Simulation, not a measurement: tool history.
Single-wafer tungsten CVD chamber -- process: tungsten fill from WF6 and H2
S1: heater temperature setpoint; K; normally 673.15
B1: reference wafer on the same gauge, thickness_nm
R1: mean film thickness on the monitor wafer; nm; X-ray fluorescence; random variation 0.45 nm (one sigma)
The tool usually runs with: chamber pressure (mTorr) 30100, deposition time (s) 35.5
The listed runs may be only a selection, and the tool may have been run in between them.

{"run": 1, "day": 0.0, "S1": 673.15, "chamber pressure (mTorr)": 30100, "deposition time (s)": 35.5, "B1": 99.866, "R1": 115.324}
{"run": 2, "day": 3.629, "S1": 673.15, "chamber pressure (mTorr)": 32100, "deposition time (s)": 35.5, "B1": 100.079, "R1": 117.492}
{"run": 3, "day": 7.338, "S1": 673.15, "chamber pressure (mTorr)": 25000, "deposition time (s)": 35.5, "B1": 99.949, "R1": 103.242}
{"run": 4, "day": 10.042, "S1": 673.15, "chamber pressure (mTorr)": 25000, "deposition time (s)": 35.5, "B1": 99.93, "R1": 104.084}
{"run": 5, "day": 14.479, "S1": 673.15, "chamber pressure (mTorr)": 30100, "deposition time (s)": 35.5, "B1": 99.916, "R1": 113.417}
{"run": 6, "day": 17.662, "S1": 673.15, "chamber pressure (mTorr)": 30100, "deposition time (s)": 35.5, "B1": 99.953, "R1": 113.705}
{"day": 17.725, "done": "gauge calibrated"}
{"run": 7, "day": 20.054, "S1": 681.15, "chamber pressure (mTorr)": 30100, "deposition time (s)": 35.5, "B1": 100.021, "R1": 128.395}
{"run": 8, "day": 24.508, "S1": 681.15, "chamber pressure (mTorr)": 30100, "deposition time (s)": 35.5, "B1": 100.015, "R1": 128.968}
{"run": 9, "day": 27.888, "S1": 681.15, "chamber pressure (mTorr)": 30100, "deposition time (s)": 35.5, "B1": 99.923, "R1": 128.847}
{"run": 10, "day": 30.475, "S1": 673.15, "chamber pressure (mTorr)": 30100, "deposition time (s)": 35.5, "B1": 99.936, "R1": 113.711}
{"run": 11, "day": 32.671, "S1": 679.15, "chamber pressure (mTorr)": 30100, "deposition time (s)": 35.5, "B1": 100.016, "R1": 125.186}
{"run": 12, "day": 36.662, "S1": 679.15, "chamber pressure (mTorr)": 30100, "deposition time (s)": 35.5, "B1": 99.934, "R1": 125.305}
{"run": 13, "day": 40.596, "S1": 679.15, "chamber pressure (mTorr)": 30100, "deposition time (s)": 35.5, "B1": 99.892, "R1": 124.767}
{"run": 14, "day": 42.867, "S1": 673.15, "chamber pressure (mTorr)": 30100, "deposition time (s)": 38.4, "B1": 99.968, "R1": 122.32}
{"run": 15, "day": 44.858, "S1": 673.15, "chamber pressure (mTorr)": 30100, "deposition time (s)": 35.5, "B1": 99.943, "R1": 113.466}
{"run": 16, "day": 46.362, "S1": 659.15, "chamber pressure (mTorr)": 27800, "deposition time (s)": 35.5, "B1": 100.021, "R1": 86.45}
{"run": 17, "day": 49.517, "S1": 673.15, "chamber pressure (mTorr)": 30100, "deposition time (s)": 35.5, "B1": 100.011, "R1": 113.562}
{"run": 18, "day": 52.142, "S1": 673.15, "chamber pressure (mTorr)": 30100, "deposition time (s)": 35.5, "B1": 99.954, "R1": 113.149}
{"run": 19, "day": 55.667, "S1": 687.15, "chamber pressure (mTorr)": 36000, "deposition time (s)": 31.2, "B1": 100.065, "R1": 134.426}
{"run": 20, "day": 57.371, "S1": 680.15, "chamber pressure (mTorr)": 30100, "deposition time (s)": 35.5, "B1": 100.028, "R1": 126.349}
{"run": 21, "day": 59.592, "S1": 673.15, "chamber pressure (mTorr)": 30100, "deposition time (s)": 35.5, "B1": 99.996, "R1": 112.909}
{"day": 60.433, "done": "thermocouple changed; heater temperature recalibrated"}
{"day": 61.833, "done": "showerhead replaced"}
{"run": 22, "day": 61.854, "S1": 687.15, "chamber pressure (mTorr)": 30100, "deposition time (s)": 35.5, "B1": 100.05, "R1": 140.107}
{"run": 23, "day": 65.488, "S1": 667.15, "chamber pressure (mTorr)": 23600, "deposition time (s)": 38, "B1": 100.051, "R1": 95.77}
{"day": 66.404, "done": "capacitance manometer re-zeroed and calibrated"}
{"day": 67.888, "done": "gauge calibrated"}
{"run": 24, "day": 68.862, "S1": 683.15, "chamber pressure (mTorr)": 25400, "deposition time (s)": 33.2, "B1": 100.06, "R1": 116.056}
{"run": 25, "day": 73.212, "S1": 688.15, "chamber pressure (mTorr)": 25800, "deposition time (s)": 35.5, "B1": 99.961, "R1": 133.88}
{"run": 26, "day": 74.988, "S1": 664.15, "chamber pressure (mTorr)": 30100, "deposition time (s)": 35.5, "B1": 99.943, "R1": 98.879}
{"run": 27, "day": 77.708, "S1": 679.15, "chamber pressure (mTorr)": 36400, "deposition time (s)": 30.9, "B1": 99.932, "R1": 121.199}
{"run": 28, "day": 82.083, "S1": 664.15, "chamber pressure (mTorr)": 36500, "deposition time (s)": 35.5, "B1": 99.951, "R1": 108.577}
{"run": 29, "day": 84.871, "S1": 673.15, "chamber pressure (mTorr)": 30100, "deposition time (s)": 28.6, "B1": 100.002, "R1": 92.046}
{"run": 30, "day": 89.308, "S1": 665.15, "chamber pressure (mTorr)": 36900, "deposition time (s)": 38.7, "B1": 99.895, "R1": 120.275}

Consider 3 possible next runs. They are alternatives, not a sequence: every one starts from the tool as it was left by run 30. What does each give?
{"run": "A", "day": 89.325, "S1": 673.15, "chamber pressure (mTorr)": 30100, "deposition time (s)": 35.5, "B1": "?", "R1": "?"}
{"run": "B", "day": 89.325, "S1": 673.15, "chamber pressure (mTorr)": 24400, "deposition time (s)": 35.5, "B1": "?", "R1": "?"}
{"run": "C", "day": 89.325, "S1": 659.15, "chamber pressure (mTorr)": 23000, "deposition time (s)": 40.9, "B1": "?", "R1": "?"}

run=A B1=99.967 R1=113.837
run=B B1=99.967 R1=101.798
run=C B1=99.967 R1=89.951
The same runs, with their run-to-run variation unchanged, on a tool lacking any hidden condition would have given:
run=A R1=116.634
run=B R1=104.329
run=C R1=92.188

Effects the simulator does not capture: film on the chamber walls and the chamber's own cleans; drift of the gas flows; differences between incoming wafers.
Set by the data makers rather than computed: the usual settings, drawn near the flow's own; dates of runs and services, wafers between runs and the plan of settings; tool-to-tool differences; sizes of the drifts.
